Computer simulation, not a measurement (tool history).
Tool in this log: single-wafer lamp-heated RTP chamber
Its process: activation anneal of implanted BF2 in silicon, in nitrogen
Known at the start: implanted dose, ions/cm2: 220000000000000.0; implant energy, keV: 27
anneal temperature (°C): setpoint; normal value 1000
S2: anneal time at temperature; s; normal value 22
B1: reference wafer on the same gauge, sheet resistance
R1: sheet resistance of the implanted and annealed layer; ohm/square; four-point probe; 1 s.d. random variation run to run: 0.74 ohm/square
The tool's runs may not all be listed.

Run 1, hour 0: usual settings; B1 533.14. Result: R1 495.38 ohm/square.
Run 2, hour 52.1: usual settings; B1 533.42. Result: R1 494.43 ohm/square.
At hour 94.9: pyrometer window cleaned and pyrometer calibrated.
Run 3, hour 136.3: usual settings; B1 532.83. Result: R1 494.15 ohm/square.
Run 4, hour 186.9: usual settings; B1 533.21. Result: R1 493.71 ohm/square.
At hour 211.4: reflector plate cleaned.
Run 5, hour 263.8: usual settings; B1 532.85. Result: R1 494.64 ohm/square.
Run 6, hour 310.6: usual settings but anneal temperature (°C) 992, S2 27 s; B1 533.09. Result: R1 495.95 ohm/square.
Run 7, hour 396.2: usual settings; B1 533. Result: R1 494.24 ohm/square.
Run 8, hour 489.7: usual settings; B1 532.81. Result: R1 493.65 ohm/square.
Run 9, hour 533: usual settings but anneal temperature (°C) 976; B1 532.79. Result: R1 503.76 ohm/square.
Run 10, hour 571: usual settings but anneal temperature (°C) 976; B1 533.24. Result: R1 501.8 ohm/square.
Run 11, hour 626.9: usual settings; B1 533.01. Result: R1 495.33 ohm/square.
At hour 652.9: pyrometer window cleaned and pyrometer calibrated.
Run 12, hour 702.6: usual settings; B1 533.17. Result: R1 494.28 ohm/square.
At hour 704.1: gauge calibrated.
At hour 787.8: reflector plate cleaned.
Run 13, hour 791.6: usual settings; B1 532.85. Result: R1 495.58 ohm/square.
Run 14, hour 843.4: usual settings but anneal temperature (°C) 981; B1 533.08. Result: R1 501.4 ohm/square.
Run 15, hour 944.2: usual settings but anneal temperature (°C) 981; B1 533.17. Result: R1 500.98 ohm/square.
Run 16, hour 994.7: usual settings; B1 532.85. Result: R1 496.31 ohm/square.
Run 17, hour 1092.3: usual settings but anneal temperature (°C) 973, S2 28 s; B1 533.19. Result: R1 503.85 ohm/square.
Run 18, hour 1153.4: usual settings but anneal temperature (°C) 981; B1 533.13. Result: R1 500.69 ohm/square.
Run 19, hour 1213: usual settings; B1 533.11. Result: R1 495.06 ohm/square.
At hour 1300.5: pyrometer window cleaned and pyrometer calibrated.
At hour 1315.1: reflector plate cleaned.
Run 20, hour 1315.6: usual settings but anneal temperature (°C) 973, S2 26 s; B1 532.89. Result: R1 504.08 ohm/square.
Run 21, hour 1400.5: usual settings but anneal temperature (°C) 981; B1 532.85. Result: R1 500.48 ohm/square.
Run 22, hour 1456: usual settings but anneal temperature (°C) 982, S2 12 s; B1 532.93. Result: R1 502.63 ohm/square.
Run 23, hour 1536.2: usual settings but anneal temperature (°C) 1017, S2 31 s; B1 533.28. Result: R1 489.65 ohm/square.
Run 24, hour 1634.4: usual settings but anneal temperature (°C) 1027, S2 15 s; B1 533.04. Result: R1 493.55 ohm/square.
Run 25, hour 1727.4: usual settings but anneal temperature (°C) 990, S2 18 s; B1 533.49. Result: R1 496.94 ohm/square.
Run 26, hour 1775.8: usual settings but anneal temperature (°C) 979; B1 533.49. Result: R1 501.94 ohm/square.
Run 27, hour 1864.1: usual settings; B1 533.13. Result: R1 495.18 ohm/square.
At hour 1890.6: pyrometer window cleaned and pyrometer calibrated.
Run 28, hour 1920.1: usual settings but S2 32 s; B1 533. Result: R1 493.83 ohm/square.
At hour 1950.2: reflector plate cleaned.
Run 29, hour 2010.7: usual settings but anneal temperature (°C) 990, S2 25 s; B1 532.9. Result: R1 496.17 ohm/square.
Run 30, hour 2086: usual settings but anneal temperature (°C) 1019; B1 532.85. Result: R1 492.12 ohm/square.
Run 31, hour 2140.1: usual settings; B1 532.95. Result: R1 495.42 ohm/square.
Run 32, hour 2212.1: usual settings; B1 533.04. Result: R1 494.22 ohm/square.
Run 33, hour 2268.4: usual settings but anneal temperature (°C) 1021, S2 11 s; B1 532.86. Result: R1 496.92 ohm/square.
Run 34, hour 2370.7: usual settings but anneal temperature (°C) 985, S2 26 s; B1 532.65. Result: R1 497.86 ohm/square.
At hour 2462: reflector plate cleaned.
Run 35, hour 2472.9: usual settings; B1 532.93. Result: R1 493.57 ohm/square.
At hour 2541: pyrometer window cleaned and pyrometer calibrated.
Run 36, hour 2566.8: usual settings; B1 533.27. Result: R1 494.2 ohm/square.

Forecast each of these 4 alternatives for the next run:
Run A, hour 2567.2: usual settings but anneal temperature (°C) 990; B1 ?. Result: R1 ?.
Run B, hour 2567.2: usual settings but anneal temperature (°C) 1021; B1 ?. Result: R1 ?.
Run C, hour 2567.2: usual settings but anneal temperature (°C) 1027; B1 ?. Result: R1 ?.
Run D, hour 2567.2: usual settings but anneal temperature (°C) 986, S2 13 s; B1 ?. Result: R1 ?.

run      B1      R1
  A  532.96  495.87
  B  532.96  490.94
  C  532.96  490.25
  D  532.96  499.79
Without the tool's unlogged condition, the same runs would have read:
run      R1
  A  495.87
  B  490.94
  C  490.25
  D  499.79
